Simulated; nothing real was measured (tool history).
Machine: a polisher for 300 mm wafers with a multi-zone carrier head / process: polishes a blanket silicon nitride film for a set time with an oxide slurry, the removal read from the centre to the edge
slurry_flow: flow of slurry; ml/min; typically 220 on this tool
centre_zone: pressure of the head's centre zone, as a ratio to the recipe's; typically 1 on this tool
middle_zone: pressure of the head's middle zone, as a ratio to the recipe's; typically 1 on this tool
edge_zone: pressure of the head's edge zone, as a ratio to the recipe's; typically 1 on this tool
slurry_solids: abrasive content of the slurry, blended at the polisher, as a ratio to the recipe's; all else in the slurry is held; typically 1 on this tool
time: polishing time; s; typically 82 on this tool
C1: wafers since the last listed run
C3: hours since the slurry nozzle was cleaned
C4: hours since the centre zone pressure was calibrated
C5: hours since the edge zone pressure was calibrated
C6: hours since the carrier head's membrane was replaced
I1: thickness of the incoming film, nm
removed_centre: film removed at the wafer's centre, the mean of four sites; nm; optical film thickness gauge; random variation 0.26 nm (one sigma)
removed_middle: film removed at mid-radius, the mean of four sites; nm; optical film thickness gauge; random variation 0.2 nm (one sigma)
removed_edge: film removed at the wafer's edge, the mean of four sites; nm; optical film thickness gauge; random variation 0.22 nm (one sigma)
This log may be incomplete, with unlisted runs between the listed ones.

Run 1, day 0: usual settings but edge_zone 1.03; C1 0; wafers polished on this pad 477; C3 540.9; C4 43.1; C5 210.4; C6 1168.5; I1 399.3. Result: removed_centre 28.1 nm, removed_middle 29.1 nm, removed_edge 29.4 nm.
Run 2, day 4.412: usual settings but slurry_flow 265 ml/min, edge_zone 0.95; C1 1173; wafers polished on this pad 1651; C3 646.8; C4 149; C5 316.3; C6 1274.4; I1 397. Result: removed_centre 29 nm, removed_middle 29.1 nm, removed_edge 28.4 nm.
Run 3, day 15.146: usual settings but slurry_flow 255 ml/min, centre_zone 0.97, time 93 s; C1 2855; wafers polished on this pad 4506; C3 904.4; C4 406.6; C5 573.9; C6 1532; I1 394.4. Result: removed_centre 31.5 nm, removed_middle 32.5 nm, removed_edge 32.1 nm.
At day 15.3: slurry nozzle cleaned.
At day 18.608: edge zone pressure recalibrated.
Run 4, day 19.475: usual settings; C1 1118; wafers polished on this pad 5625; C3 100.2; C4 510.5; C5 20.8; C6 1635.9; I1 396.9. Result: removed_centre 27.7 nm, removed_middle 28.1 nm, removed_edge 28.1 nm.
Run 5, day 23.954: usual settings but slurry_solids 0.9; C1 1191; wafers polished on this pad 6817; C3 207.7; C4 618; C5 128.3; C6 1743.4; I1 402.8. Result: removed_centre 26.6 nm, removed_middle 26.9 nm, removed_edge 26.9 nm.
At day 25.508: worn pad replaced by a new one.
Run 6, day 27.217: usual settings but time 54 s; C1 823; wafers polished on this pad 455; C3 286; C4 696.3; C5 206.6; C6 1821.7; I1 394.5. Result: removed_centre 19 nm, removed_middle 19 nm, removed_edge 18.8 nm.
Run 7, day 29.492: usual settings; C1 605; wafers polished on this pad 1060; C3 340.6; C4 750.9; C5 261.2; C6 1876.3; I1 407.3. Result: removed_centre 28.6 nm, removed_middle 28.7 nm, removed_edge 29 nm.
At day 30.825: carrier head's membrane replaced by a new one.
Run 8, day 33.054: usual settings but slurry_flow 295 ml/min, centre_zone 0.91, slurry_solids 0.85, time 71 s; C1 892; wafers polished on this pad 1952; C3 426.1; C4 836.4; C5 346.7; C6 53.5; I1 398.9. Result: removed_centre 21.5 nm, removed_middle 24.3 nm, removed_edge 24 nm.
Run 9, day 34.921: usual settings but time 72 s; C1 496; wafers polished on this pad 2449; C3 470.9; C4 881.2; C5 391.5; C6 98.3; I1 402.9. Result: removed_centre 24.9 nm, removed_middle 25.2 nm, removed_edge 25.4 nm.
Run 10, day 38.462: usual settings but slurry_flow 265 ml/min, centre_zone 1.11; C1 942; wafers polished on this pad 3391; C3 555.9; C4 966.2; C5 476.5; C6 183.3; I1 399.7. Result: removed_centre 31.4 nm, removed_middle 28.8 nm, removed_edge 29 nm.

Estimate the outcome of run 11 from the log above:
Run 11, day 40.042: usual settings but centre_zone 1.08, middle_zone 1.11, edge_zone 0.96, time 54 s; C1 420; wafers polished on this pad 3811; C3 593.8; C4 1004.1; C5 514.4; C6 221.2; I1 400.8. Result: removed_centre ?, removed_middle ?, removed_edge ?.

removed_centre: 19.8 nm
removed_middle: 19.9 nm
removed_edge: 18.3 nm
If the tool had no hidden condition, the same run with the same run-to-run variation would have returned removed_centre 20.4 nm, removed_middle 20.6 nm, removed_edge 18.9 nm.

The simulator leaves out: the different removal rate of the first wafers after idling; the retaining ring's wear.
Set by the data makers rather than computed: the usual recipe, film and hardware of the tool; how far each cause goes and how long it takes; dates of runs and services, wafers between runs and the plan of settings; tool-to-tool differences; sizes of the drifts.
